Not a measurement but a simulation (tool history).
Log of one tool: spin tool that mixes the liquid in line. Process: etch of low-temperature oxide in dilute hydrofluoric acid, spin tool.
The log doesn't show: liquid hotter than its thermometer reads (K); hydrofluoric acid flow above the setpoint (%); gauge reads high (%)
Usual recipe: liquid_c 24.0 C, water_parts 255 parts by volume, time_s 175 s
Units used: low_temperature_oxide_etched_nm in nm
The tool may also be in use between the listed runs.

run,hour,liquid_c,water_parts,time_s,wafers since the last listed run,hours since the thermometer was replaced,hours since the hydrofluoric acid flow meter was replaced,hours since the gauge calibration,"read-back film thickness of the low-temperature oxide reference wafer, read on the same gauge (nm)",low_temperature_oxide_etched_nm
1,0.0,25.5,340,175,0,1687.0,256.0,140.1,50.03,7.90
2,70.6,25.5,340,175,721,1757.6,326.6,210.7,50.05,7.93
3,98.9,24.0,255,175,289,1785.9,354.9,239.0,50.02,10.78
4,136.1,24.0,255,175,379,1823.1,392.1,276.2,50.02,10.98
5,182.7,24.0,255,175,476,1869.7,438.7,322.8,50.03,11.07
# hour 248.5: gauge calibrated
6,250.4,25.5,255,175,691,1937.4,506.4,1.9,49.96,11.44
7,284.1,25.5,255,175,344,1971.1,540.1,35.6,50.01,11.75
8,335.2,28.5,255,175,521,2022.2,591.2,86.7,49.96,12.93
# hour 373.2: hydrofluoric acid flow meter replaced
9,391.4,22.5,340,145,563,2078.4,18.2,142.9,49.99,6.02
# hour 416.8: thermometer replaced
10,418.3,29.0,175,175,264,1.5,45.1,169.8,50.05,19.69
11,485.8,20.0,315,95,689,69.0,112.6,237.3,49.98,3.71
12,518.9,28.5,335,140,338,102.1,145.7,270.4,50.02,6.70
13,548.3,24.0,255,175,300,131.5,175.1,299.8,49.99,10.27
# hour 577.4: gauge calibrated
14,595.6,26.5,255,175,483,178.8,222.4,18.2,50.00,11.15

For each run, what was the tool's unlogged condition?
hydrofluoric acid flow above the setpoint (%): 0 across all the runs
gauge reads high (%): 0 across all the runs
H1: liquid hotter than its thermometer reads (K)
run,H1
1,2.36
2,2.46
3,2.49
4,2.54
5,2.6
6,2.69
7,2.74
8,2.8
9,2.88
10,0.338
11,0.426
12,0.47
13,0.508
14,0.57
